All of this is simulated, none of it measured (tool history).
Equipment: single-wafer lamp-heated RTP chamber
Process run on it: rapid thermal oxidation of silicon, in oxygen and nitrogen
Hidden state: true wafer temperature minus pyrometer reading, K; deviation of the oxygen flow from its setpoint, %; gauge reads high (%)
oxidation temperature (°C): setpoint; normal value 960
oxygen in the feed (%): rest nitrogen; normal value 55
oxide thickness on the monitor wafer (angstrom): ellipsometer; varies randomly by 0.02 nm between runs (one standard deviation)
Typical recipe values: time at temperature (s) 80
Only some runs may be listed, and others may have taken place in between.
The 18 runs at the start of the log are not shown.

run    hour  oxidation temperature (°C)  time at temperature (s)  oxygen in the feed (%)  wafers since the last listed run  wafers since the last pyrometer calibration  hours since the oxygen flow controller was replaced  hours since the gauge calibration  read-back reference wafer on the same gauge, thickness  oxide thickness on the monitor wafer (angstrom)
 19  1065.9                         960                      107                      34                               396                                         2325                                                273.8                              277.2                                                    3.99                                            38.79
 20  1109.2                         960                       80                      55                               275                                         2600                                                317.1                              320.5                                                   3.992                                               40
 21  1137.5                         937                       93                      65                               180                                         2780                                                345.4                              348.8                                                   3.984                                            38.14
 22  1180.1                         980                       43                      78                               271                                         3052                                                  388                              391.4                                                   3.988                                            39.23
 23  1245.5                         973                       80                      32                               416                                         3468                                                453.4                              456.8                                                   3.982                                            37.07
 24  1304.1                         960                      102                      81                               373                                         3841                                                  512                              515.4                                                   3.991                                            49.95
 25  1371.2                         972                      101                      31                               427                                         4268                                                579.1                              582.5                                                   3.988                                            40.16
 26  1551.3                         975                      103                      78                              1146                                         5415                                                759.2                              762.6                                                   3.995                                            55.91
 27    1576                         944                      114                      46                               157                                         5572                                                783.9                              787.3                                                   3.993                                            39.66
 28    1637                         987                       56                      75                               388                                         5960                                                844.9                              848.3                                                   3.985                                            46.49
 29  1675.4                         960                       53                      78                               244                                         6205                                                883.3                              886.7                                                   3.988                                            38.03
 30  1746.2                         960                       62                      81                               450                                         6656                                                954.1                              957.5                                                   3.996                                            40.69
 31  1793.5                         983                       46                      83                               301                                         6957                                               1001.4                             1004.8                                                   3.993                                            42.79
 32  1877.7                         985                       98                      84                               536                                         7493                                               1085.6                               1089                                                   3.999                                             60.4
     1920.9  -- pyrometer window cleaned and pyrometer calibrated
 33    1942                         947                       80                      55                               358                                          134                                               1149.9                             1153.3                                                   3.992                                            36.23
 34  1982.5                         960                       80                      55                               257                                          392                                               1190.4                             1193.8                                                   3.995                                            39.74
 35  2014.5                         943                       80                      76                               203                                          596                                               1222.4                             1225.8                                                   3.992                                            38.87
 36  2044.4                         979                       41                      65                               190                                          786                                               1252.3                             1255.7                                                   3.986                                            36.47
 37  2108.7                         960                       80                      41                               409                                         1195                                               1316.6                               1320                                                    3.99                                            36.49
 38  2290.3                         934                       80                      82                              1156                                         2351                                               1498.2                             1501.6                                                   3.997                                            37.23
 39  2327.6                         960                      106                      29                               237                                         2589                                               1535.5                             1538.9                                                   3.982                                            36.91

Consider 3 possible next runs. They are alternatives, not a sequence: every one starts from the tool as it was left by run 39. What does each give?
  A  2328.1                         960                       80                      55                                 3                                         2592                                                 1536                             1539.4                                                       ?                                                ?
  B  2328.1                         960                       80                      79                                 3                                         2592                                                 1536                             1539.4                                                       ?                                                ?
  C  2328.1                         937                       44                      37                                 3                                         2592                                                 1536                             1539.4                                                       ?                                                ?

run  read-back reference wafer on the same gauge, thickness  oxide thickness on the monitor wafer (angstrom)
  A                                                   3.982                                            39.87
  B                                                   3.982                                            44.69
  C                                                   3.982                                            26.27
Stripped of hidden state, with their random variation kept, the same runs would have yielded:
run  oxide thickness on the monitor wafer (angstrom)
  A                                            39.61
  B                                            44.38
  C                                            26.17
